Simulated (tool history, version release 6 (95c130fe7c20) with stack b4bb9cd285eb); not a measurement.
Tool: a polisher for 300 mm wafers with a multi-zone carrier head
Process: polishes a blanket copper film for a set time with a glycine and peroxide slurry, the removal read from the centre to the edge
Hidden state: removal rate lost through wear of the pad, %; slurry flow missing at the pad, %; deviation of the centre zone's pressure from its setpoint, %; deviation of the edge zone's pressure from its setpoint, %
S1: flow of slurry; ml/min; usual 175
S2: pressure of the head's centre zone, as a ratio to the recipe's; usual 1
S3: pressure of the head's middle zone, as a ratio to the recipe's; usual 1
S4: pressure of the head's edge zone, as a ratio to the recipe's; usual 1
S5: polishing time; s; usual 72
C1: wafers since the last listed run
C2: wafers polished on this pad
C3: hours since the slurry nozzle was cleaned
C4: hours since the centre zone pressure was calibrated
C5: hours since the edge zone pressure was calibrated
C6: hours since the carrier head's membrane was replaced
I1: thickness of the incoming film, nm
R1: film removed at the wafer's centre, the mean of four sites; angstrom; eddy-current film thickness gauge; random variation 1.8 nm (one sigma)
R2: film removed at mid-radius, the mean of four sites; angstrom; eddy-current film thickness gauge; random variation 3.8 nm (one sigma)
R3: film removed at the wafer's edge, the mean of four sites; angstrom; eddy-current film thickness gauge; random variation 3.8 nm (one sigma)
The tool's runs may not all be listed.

run   hour   S1    S2    S3    S4  S5   C1   C2     C3      C4      C5      C6      I1    R1    R2    R3
  1      0  175     1     1     1  72    0  186  505.2   864.4   938.6  1512.8  1108.3  2725  2678  2778
  2   15.3  175     1     1     1  72  124  310  520.5   879.7   953.9  1528.1  1127.2  2692  2704  2679
  3   46.5  175     1  0.97     1  72  253  563  551.7   910.9   985.1  1559.3    1133  2651  2527  2665
  4   59.7  175     1  0.97     1  72  107  670  564.9   924.1   998.3  1572.5  1134.1  2676  2535  2708
  5   77.6  175     1  0.97     1  72  145  815  582.8     942  1016.2  1590.4    1132  2612  2609  2644
  6   91.9  175     1     1     1  72  116  931  597.1   956.3  1030.5  1604.7  1137.1  2576  2573  2582
     108.6  -- worn pad replaced by a new one
  7  109.1  175     1     1     1  72  107    4  614.3   973.5  1047.7  1621.9  1117.9  2712  2771  2769
  8  125.6  175     1     1     1  89  133  138  630.8     990  1064.2  1638.4  1146.5  3343  3379  3450
  9    137  175     1     1     1  72   92  230  642.2  1001.4  1075.6  1649.8  1132.6  2688  2706  2764
 10  154.9  175     1     1     1  72  145  375  660.1  1019.3  1093.5  1667.7  1134.6  2686  2689  2725
 11  168.3  175     1     1     1  72  108  484  673.5  1032.7  1106.9  1681.1    1129  2669  2789  2721
 12  175.3  140     1     1     1  87   56  541  680.5  1039.7  1113.9  1688.1  1110.5  3068  3169  3198
 13  192.8  175  1.04  1.08  0.96  95  141  683    698  1057.2  1131.4  1705.6  1146.4  3660  3728  3505
     203.4  -- centre zone pressure recalibrated
 14  204.5  175     1     1     1  72   78  762  709.7     1.1  1143.1  1717.3  1125.5  2661  2667  2662
     212.5  -- worn pad replaced by a new one
     216.8  -- slurry nozzle cleaned
 15  221.8  175     1     1     1  72   99   67      5    18.4  1160.4  1734.6  1139.5  2684  2690  2753
 16  239.4  175  1.09     1     1  79  142  209   22.6      36    1178  1752.2  1129.3  3233  2996  3048
 17  255.3  175     1     1  0.92  50  128  338   38.5    51.9  1193.9  1768.1  1134.8  1871  1904  1834
 18  261.6  175  1.05  0.92  0.91  72   51  389   44.8    58.2  1200.2  1774.4  1122.2  2809  2539  2659
     264.6  -- edge zone pressure recalibrated
     273.9  -- carrier head's membrane replaced by a new one
 19  276.3  175     1     1     1  72   62  452   59.5    72.9    11.7     2.4  1120.7  2666  2722  2691
 20  288.6  140     1     1  1.12  83   99  552   71.8    85.2      24    14.7  1132.4  2935  2961  3148
 21  330.9  175     1     1  1.07  96  343  895  114.1   127.5    66.3      57  1121.5  3460  3533  3491
     338.3  -- worn pad replaced by a new one
 22  343.1  230     1  0.95     1  95   66   38  126.3   139.7    78.5    69.2  1137.6  3755  3625  3758
 23  358.3  175     1  0.92     1  62  123  161  141.5   154.9    93.7    84.4  1112.4  2354  2204  2402

Hidden state or all else? Some run-to-run changes of R1, split into what the settings, what came in and random variation would give without the hidden state, and what is left for the hidden state (with any gauge scatter that isn't in both results):
Run 6 -> 7: worn pad replaced by a new one. R1 +136 angstrom: hidden state +125, all else +11.
Run 16 -> 17: S2 1.09 -> 1, S4 1 -> 0.92, S5 79 -> 50. R1 -1362 angstrom: hidden state +8, all else -1370.
Run 21 -> 22: S1 175 -> 230, S3 1 -> 0.95, S4 1.07 -> 1, S5 96 -> 95, worn pad replaced by a new one. R1 +295 angstrom: hidden state +179, all else +116.
Run 22 -> 23: S1 230 -> 175, S3 0.95 -> 0.92, S5 95 -> 62. R1 -1401 angstrom: hidden state +0, all else -1401.
